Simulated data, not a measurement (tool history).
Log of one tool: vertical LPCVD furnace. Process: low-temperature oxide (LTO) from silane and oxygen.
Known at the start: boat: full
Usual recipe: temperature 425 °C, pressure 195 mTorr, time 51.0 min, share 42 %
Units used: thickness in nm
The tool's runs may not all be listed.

run,hour,temperature,pressure,time,share,wafers since the last listed run,hours since the last temperature calibration,hours since the pressure gauge was zeroed,hours since the silane flow controller was replaced,hours since the gauge calibration,"read-back reference wafer on the same gauge, thickness",thickness
1,0.0,431,195,51.0,48,0,1014.0,2785.6,5920.9,255.6,529.84,714.34
2,23.0,417,195,51.0,42,288,1037.0,2808.6,5943.9,278.6,530.17,553.36
3,56.9,425,195,51.0,42,425,1070.9,2842.5,5977.8,312.5,529.75,596.85
4,127.3,425,195,51.0,42,883,1141.3,2912.9,6048.2,382.9,530.18,603.55
5,160.7,425,195,51.0,42,419,1174.7,2946.3,6081.6,416.3,530.20,605.76
6,176.5,425,195,51.0,42,198,1190.5,2962.1,6097.4,432.1,529.86,604.64
7,212.5,425,195,51.0,42,451,1226.5,2998.1,6133.4,468.1,529.74,595.82
8,241.2,425,195,51.0,42,360,1255.2,3026.8,6162.1,496.8,529.77,601.38
9,272.4,425,195,51.0,42,391,1286.4,3058.0,6193.3,528.0,529.90,598.89
10,298.5,425,195,51.0,42,327,1312.5,3084.1,6219.4,554.1,529.84,600.22
11,320.6,425,195,51.0,42,277,1334.6,3106.2,6241.5,576.2,529.83,603.27
12,347.2,425,195,51.0,42,333,1361.2,3132.8,6268.1,602.8,529.85,601.80
# hour 390.8: silane flow controller replaced
13,391.3,425,195,51.0,42,252,1405.3,3176.9,0.5,646.9,529.70,597.09
14,396.3,425,225,51.0,49,62,1410.3,3181.9,5.5,651.9,529.82,795.79
15,431.0,425,195,51.0,42,435,1445.0,3216.6,40.2,686.6,530.05,604.14
16,465.9,436,175,42.5,44,438,1479.9,3251.5,75.1,721.5,530.11,521.88
17,494.6,429,195,51.0,42,360,1508.6,3280.2,103.8,750.2,529.81,625.06
18,509.7,425,170,45.0,42,189,1523.7,3295.3,118.9,765.3,529.40,461.46
19,539.1,435,195,51.0,46,369,1553.1,3324.7,148.3,794.7,529.78,717.73
20,558.7,417,195,51.0,42,246,1572.7,3344.3,167.9,814.3,530.36,555.24
# hour 593.3: pressure gauge zeroed
21,593.8,425,160,51.0,49,139,1607.8,0.5,203.0,849.4,529.94,569.13
# hour 599.9: gauge calibrated
22,614.0,432,210,34.5,37,253,1628.0,20.7,223.2,14.1,530.21,409.82
23,635.1,435,180,51.0,48,264,1649.1,41.8,244.3,35.2,529.98,691.76
24,665.4,425,160,51.0,49,380,1679.4,72.1,274.6,65.5,529.63,565.45
# hour 691.8: thermocouples replaced and temperature profile calibrated
25,692.3,421,195,67.5,47,36,0.5,99.0,301.5,92.4,529.80,852.04
26,720.4,425,195,51.0,42,352,28.6,127.1,329.6,120.5,530.32,599.02
27,755.5,425,245,43.5,42,440,63.7,162.2,364.7,155.6,530.13,644.39

Run 28 has not been measured yet. What should we expect?
28,780.9,425,180,51.0,42,318,89.1,187.6,390.1,181.0,?,?

Logged for run 28: read-back reference wafer on the same gauge, thickness 529.96, thickness 553.43 nm.
The same run, on a tool lacking any hidden state, would have yielded thickness 553.43 nm.
